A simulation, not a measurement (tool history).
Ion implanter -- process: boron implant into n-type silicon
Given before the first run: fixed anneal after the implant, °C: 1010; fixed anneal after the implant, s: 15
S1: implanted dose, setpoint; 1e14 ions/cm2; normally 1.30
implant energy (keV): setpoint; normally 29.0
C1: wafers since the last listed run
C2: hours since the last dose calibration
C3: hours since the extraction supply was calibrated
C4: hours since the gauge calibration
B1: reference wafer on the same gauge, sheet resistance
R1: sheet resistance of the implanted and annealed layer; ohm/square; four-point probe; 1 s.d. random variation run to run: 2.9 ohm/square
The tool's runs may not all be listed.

{"run": 1, "hour": 0.0, "S1": 1.3, "implant energy (keV)": 29.0, "C1": 0, "C2": 1350.5, "C3": 1692.3, "C4": 834.9, "B1": 722.66, "R1": 640.84}
{"run": 2, "hour": 93.4, "S1": 1.3, "implant energy (keV)": 29.0, "C1": 2182, "C2": 1443.9, "C3": 1785.7, "C4": 928.3, "B1": 723.35, "R1": 637.17}
{"run": 3, "hour": 190.5, "S1": 1.3, "implant energy (keV)": 29.0, "C1": 2268, "C2": 1541.0, "C3": 1882.8, "C4": 1025.4, "B1": 723.95, "R1": 641.26}
{"run": 4, "hour": 255.7, "S1": 1.47, "implant energy (keV)": 34.5, "C1": 1523, "C2": 1606.2, "C3": 1948.0, "C4": 1090.6, "B1": 724.3, "R1": 571.28}
{"run": 5, "hour": 328.6, "S1": 1.47, "implant energy (keV)": 34.5, "C1": 1703, "C2": 1679.1, "C3": 2020.9, "C4": 1163.5, "B1": 724.2, "R1": 571.93}
{"run": 6, "hour": 414.2, "S1": 1.47, "implant energy (keV)": 34.5, "C1": 2000, "C2": 1764.7, "C3": 2106.5, "C4": 1249.1, "B1": 725.31, "R1": 573.51}
{"hour": 456.1, "done": "gauge calibrated"}
{"run": 7, "hour": 488.5, "S1": 1.3, "implant energy (keV)": 29.0, "C1": 1736, "C2": 1839.0, "C3": 2180.8, "C4": 32.4, "B1": 694.43, "R1": 613.9}
{"run": 8, "hour": 544.2, "S1": 1.3, "implant energy (keV)": 29.0, "C1": 1301, "C2": 1894.7, "C3": 2236.5, "C4": 88.1, "B1": 698.8, "R1": 621.3}
{"run": 9, "hour": 607.9, "S1": 1.69, "implant energy (keV)": 39.0, "C1": 1488, "C2": 1958.4, "C3": 2300.2, "C4": 151.8, "B1": 702.12, "R1": 492.85}
{"hour": 681.3, "done": "Faraday cup replaced and dose calibrated"}
{"run": 10, "hour": 697.3, "S1": 0.99, "implant energy (keV)": 36.5, "C1": 1902, "C2": 16.0, "C3": 2389.6, "C4": 241.2, "B1": 707.82, "R1": 730.58}
{"hour": 804.7, "done": "extraction supply calibrated"}
{"run": 11, "hour": 953.1, "S1": 1.3, "implant energy (keV)": 20.0, "C1": 5790, "C2": 271.8, "C3": 148.4, "C4": 497.0, "B1": 716.29, "R1": 683.02}
{"run": 12, "hour": 1025.8, "S1": 1.42, "implant energy (keV)": 35.0, "C1": 1698, "C2": 344.5, "C3": 221.1, "C4": 569.7, "B1": 717.5, "R1": 580.22}
{"run": 13, "hour": 1107.7, "S1": 1.51, "implant energy (keV)": 36.5, "C1": 1913, "C2": 426.4, "C3": 303.0, "C4": 651.6, "B1": 719.69, "R1": 551.87}
{"run": 14, "hour": 1154.0, "S1": 0.99, "implant energy (keV)": 26.5, "C1": 1081, "C2": 472.7, "C3": 349.3, "C4": 697.9, "B1": 720.02, "R1": 791.33}
{"run": 15, "hour": 1221.1, "S1": 1.51, "implant energy (keV)": 36.5, "C1": 1567, "C2": 539.8, "C3": 416.4, "C4": 765.0, "B1": 720.03, "R1": 553.14}
{"run": 16, "hour": 1293.6, "S1": 1.47, "implant energy (keV)": 34.5, "C1": 1694, "C2": 612.3, "C3": 488.9, "C4": 837.5, "B1": 721.73, "R1": 567.66}
{"run": 17, "hour": 1376.9, "S1": 1.42, "implant energy (keV)": 35.0, "C1": 1946, "C2": 695.6, "C3": 572.2, "C4": 920.8, "B1": 723.05, "R1": 585.19}

What the log doesn't show, run by run:
deviation of the true dose from the Faraday cup's reading, %: 0 at every run
deviation of the true energy from its setpoint, %: 0 at every run
H1: gauge reads high (%)
run=1 H1=4.57
run=2 H1=4.69
run=3 H1=4.78
run=4 H1=4.83
run=5 H1=4.88
run=6 H1=4.93
run=7 H1=0.564
run=8 H1=1.17
run=9 H1=1.75
run=10 H1=2.43
run=11 H1=3.69
run=12 H1=3.91
run=13 H1=4.12
run=14 H1=4.22
run=15 H1=4.35
run=16 H1=4.46
run=17 H1=4.57

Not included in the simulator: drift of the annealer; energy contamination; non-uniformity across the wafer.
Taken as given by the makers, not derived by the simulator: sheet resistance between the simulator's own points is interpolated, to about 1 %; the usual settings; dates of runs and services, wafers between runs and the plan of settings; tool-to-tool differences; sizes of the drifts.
